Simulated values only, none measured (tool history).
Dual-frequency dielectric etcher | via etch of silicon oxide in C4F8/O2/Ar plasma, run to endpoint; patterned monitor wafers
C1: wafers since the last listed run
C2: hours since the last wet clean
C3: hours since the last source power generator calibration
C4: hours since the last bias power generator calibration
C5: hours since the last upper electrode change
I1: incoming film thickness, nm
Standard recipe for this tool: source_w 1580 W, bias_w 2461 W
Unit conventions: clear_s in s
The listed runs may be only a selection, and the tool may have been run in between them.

{"run": 1, "hour": 0.0, "source_w": 1580, "bias_w": 2937, "C1": 0, "C2": 363.4, "C3": 1294.1, "C4": 1766, "C5": 1707.1, "I1": 2001.7, "clear_s": 379}
{"run": 2, "hour": 54.2, "source_w": 1580, "bias_w": 2937, "C1": 151, "C2": 417.6, "C3": 1348.3, "C4": 1820.2, "C5": 1761.3, "I1": 2013.9, "clear_s": 379}
{"run": 3, "hour": 115.1, "source_w": 1580, "bias_w": 2461, "C1": 170, "C2": 478.5, "C3": 1409.2, "C4": 1881.1, "C5": 1822.2, "I1": 1987.4, "clear_s": 400.4}
{"run": 4, "hour": 192.4, "source_w": 1500, "bias_w": 2461, "C1": 216, "C2": 555.8, "C3": 1486.5, "C4": 1958.4, "C5": 1899.5, "I1": 1985.2, "clear_s": 412.6}
{"hour": 259.3, "done": "wet clean of the chamber"}
{"run": 5, "hour": 298.8, "source_w": 1500, "bias_w": 2461, "C1": 230, "C2": 39.5, "C3": 1592.9, "C4": 2064.8, "C5": 2005.9, "I1": 1974.3, "clear_s": 412.1}
{"run": 6, "hour": 371.4, "source_w": 1580, "bias_w": 1999, "C1": 203, "C2": 112.1, "C3": 1665.5, "C4": 2137.4, "C5": 2078.5, "I1": 2014.6, "clear_s": 445.5}
{"run": 7, "hour": 408.5, "source_w": 1580, "bias_w": 1999, "C1": 103, "C2": 149.2, "C3": 1702.6, "C4": 2174.5, "C5": 2115.6, "I1": 1996.5, "clear_s": 438.1}
{"run": 8, "hour": 462.7, "source_w": 1580, "bias_w": 1999, "C1": 151, "C2": 203.4, "C3": 1756.8, "C4": 2228.7, "C5": 2169.8, "I1": 1992, "clear_s": 439}
{"run": 9, "hour": 524.7, "source_w": 1580, "bias_w": 2461, "C1": 173, "C2": 265.4, "C3": 1818.8, "C4": 2290.7, "C5": 2231.8, "I1": 1980.5, "clear_s": 402.8}
{"run": 10, "hour": 622.8, "source_w": 1580, "bias_w": 2461, "C1": 274, "C2": 363.5, "C3": 1916.9, "C4": 2388.8, "C5": 2329.9, "I1": 2007.8, "clear_s": 404.6}
{"run": 11, "hour": 703.2, "source_w": 1580, "bias_w": 2818, "C1": 225, "C2": 443.9, "C3": 1997.3, "C4": 2469.2, "C5": 2410.3, "I1": 1989.5, "clear_s": 379}
{"run": 12, "hour": 804.8, "source_w": 1580, "bias_w": 2818, "C1": 284, "C2": 545.5, "C3": 2098.9, "C4": 2570.8, "C5": 2511.9, "I1": 1981.1, "clear_s": 379.7}
{"hour": 861.7, "done": "wet clean of the chamber"}
{"run": 13, "hour": 889.9, "source_w": 1580, "bias_w": 2818, "C1": 171, "C2": 28.2, "C3": 2184, "C4": 2655.9, "C5": 2597, "I1": 1965.1, "clear_s": 374.7}
{"run": 14, "hour": 995.7, "source_w": 1580, "bias_w": 2461, "C1": 296, "C2": 134, "C3": 2289.8, "C4": 2761.7, "C5": 2702.8, "I1": 1997, "clear_s": 401.9}
{"hour": 1110.9, "done": "upper electrode replaced"}
{"run": 15, "hour": 1111.4, "source_w": 1580, "bias_w": 2461, "C1": 256, "C2": 249.7, "C3": 2405.5, "C4": 2877.4, "C5": 0.5, "I1": 2010.8, "clear_s": 402.4}
{"run": 16, "hour": 1166.0, "source_w": 1580, "bias_w": 2461, "C1": 152, "C2": 304.3, "C3": 2460.1, "C4": 2932, "C5": 55.1, "I1": 2013.4, "clear_s": 405.8}
{"run": 17, "hour": 1244.5, "source_w": 1580, "bias_w": 2461, "C1": 219, "C2": 382.8, "C3": 2538.6, "C4": 3010.5, "C5": 133.6, "I1": 1976.4, "clear_s": 397.3}
{"run": 18, "hour": 1280.5, "source_w": 1750, "bias_w": 2670, "C1": 100, "C2": 418.8, "C3": 2574.6, "C4": 3046.5, "C5": 169.6, "I1": 2023.1, "clear_s": 373.7}
{"hour": 1391.7, "done": "wet clean of the chamber"}
{"run": 19, "hour": 1392.2, "source_w": 1960, "bias_w": 2146, "C1": 245, "C2": 0.5, "C3": 2686.3, "C4": 3158.2, "C5": 281.3, "I1": 1998.9, "clear_s": 381.7}
{"run": 20, "hour": 1457.8, "source_w": 1580, "bias_w": 2461, "C1": 183, "C2": 66.1, "C3": 2751.9, "C4": 3223.8, "C5": 346.9, "I1": 1984.5, "clear_s": 398}
{"hour": 1520.9, "done": "source power generator calibrated"}
{"run": 21, "hour": 1523.8, "source_w": 1580, "bias_w": 2461, "C1": 173, "C2": 132.1, "C3": 2.9, "C4": 3289.8, "C5": 412.9, "I1": 1995.1, "clear_s": 411.4}
{"hour": 1569.6, "done": "bias power generator calibrated"}
{"run": 22, "hour": 1618.0, "source_w": 1290, "bias_w": 2015, "C1": 252, "C2": 226.3, "C3": 97.1, "C4": 48.4, "C5": 507.1, "I1": 1991.7, "clear_s": 496.7}
{"run": 23, "hour": 1662.0, "source_w": 1580, "bias_w": 2461, "C1": 123, "C2": 270.3, "C3": 141.1, "C4": 92.4, "C5": 551.1, "I1": 1992.9, "clear_s": 410.3}
{"run": 24, "hour": 1703.8, "source_w": 1580, "bias_w": 2461, "C1": 117, "C2": 312.1, "C3": 182.9, "C4": 134.2, "C5": 592.9, "I1": 1969.4, "clear_s": 401.9}
{"run": 25, "hour": 1791.8, "source_w": 1470, "bias_w": 2461, "C1": 246, "C2": 400.1, "C3": 270.9, "C4": 222.2, "C5": 680.9, "I1": 1993, "clear_s": 422.6}
{"hour": 1869.9, "done": "wet clean of the chamber"}
{"run": 26, "hour": 1895.0, "source_w": 1580, "bias_w": 2194, "C1": 221, "C2": 25.1, "C3": 374.1, "C4": 325.4, "C5": 784.1, "I1": 2007.1, "clear_s": 427}
{"run": 27, "hour": 1968.2, "source_w": 1300, "bias_w": 2965, "C1": 204, "C2": 98.3, "C3": 447.3, "C4": 398.6, "C5": 857.3, "I1": 1970.5, "clear_s": 420.1}
{"run": 28, "hour": 2034.8, "source_w": 1580, "bias_w": 2461, "C1": 186, "C2": 164.9, "C3": 513.9, "C4": 465.2, "C5": 923.9, "I1": 1992.6, "clear_s": 405.9}
{"run": 29, "hour": 2139.7, "source_w": 1210, "bias_w": 1883, "C1": 293, "C2": 269.8, "C3": 618.8, "C4": 570.1, "C5": 1028.8, "I1": 1991.8, "clear_s": 525.9}
{"run": 30, "hour": 2229.3, "source_w": 1950, "bias_w": 2840, "C1": 250, "C2": 359.4, "C3": 708.4, "C4": 659.7, "C5": 1118.4, "I1": 1978.5, "clear_s": 344.1}
{"run": 31, "hour": 2308.3, "source_w": 1580, "bias_w": 2461, "C1": 221, "C2": 438.4, "C3": 787.4, "C4": 738.7, "C5": 1197.4, "I1": 2009.1, "clear_s": 409.1}
{"run": 32, "hour": 2379.9, "source_w": 1770, "bias_w": 2864, "C1": 200, "C2": 510, "C3": 859, "C4": 810.3, "C5": 1269, "I1": 1999.7, "clear_s": 361.3}
{"hour": 2420.0, "done": "wet clean of the chamber"}
{"run": 33, "hour": 2420.5, "source_w": 1580, "bias_w": 1979, "C1": 46, "C2": 0.5, "C3": 899.6, "C4": 850.9, "C5": 1309.6, "I1": 1974.4, "clear_s": 439.3}
{"run": 34, "hour": 2516.7, "source_w": 1580, "bias_w": 2461, "C1": 269, "C2": 96.7, "C3": 995.8, "C4": 947.1, "C5": 1405.8, "I1": 1988.1, "clear_s": 403.5}

Hidden state at the last listed run before each entry between runs and at the first one after, where it differs:
Logged between run 4 and run 5: wet clean of the chamber (hour 259.3)
  source power that arrives over what is set, %: 2.75 -> 2.94
  the result without the hidden state subtracted from the measured one, clear_s: -6 -> -6.4 s
Logged between run 12 and run 13: wet clean of the chamber (hour 861.7)
  source power that arrives over what is set, %: 3.85 -> 4
  the result without the hidden state subtracted from the measured one, clear_s: -7.6 -> -7.8 s
Logged between run 14 and run 15: upper electrode replaced (hour 1110.9)
  source power that arrives over what is set, %: 4.19 -> 4.39
  the result without the hidden state subtracted from the measured one, clear_s: -8.9 -> -9.3 s
Logged between run 18 and run 19: wet clean of the chamber (hour 1391.7)
  source power that arrives over what is set, %: 4.69 -> 4.89
  the result without the hidden state subtracted from the measured one, clear_s: -9.2 -> -9.9 s
Logged between run 20 and run 21: source power generator calibrated (hour 1520.9)
  source power that arrives over what is set, %: 5.01 -> 0.463
  the result without the hidden state subtracted from the measured one, clear_s: -10.4 -> -1 s
Logged between run 21 and run 22: bias power generator calibrated (hour 1569.6)
  source power that arrives over what is set, %: 0.463 -> 0.631
  the result without the hidden state subtracted from the measured one, clear_s: -1 -> -1.7 s
Logged between run 25 and run 26: wet clean of the chamber (hour 1869.9)
  source power that arrives over what is set, %: 0.941 -> 1.12
  the result without the hidden state subtracted from the measured one, clear_s: -2.1 -> -2.5 s
Logged between run 32 and run 33: wet clean of the chamber (hour 2420)
  source power that arrives over what is set, %: 1.99 -> 2.06
  the result without the hidden state subtracted from the measured one, clear_s: -3.8 -> -4.9 s
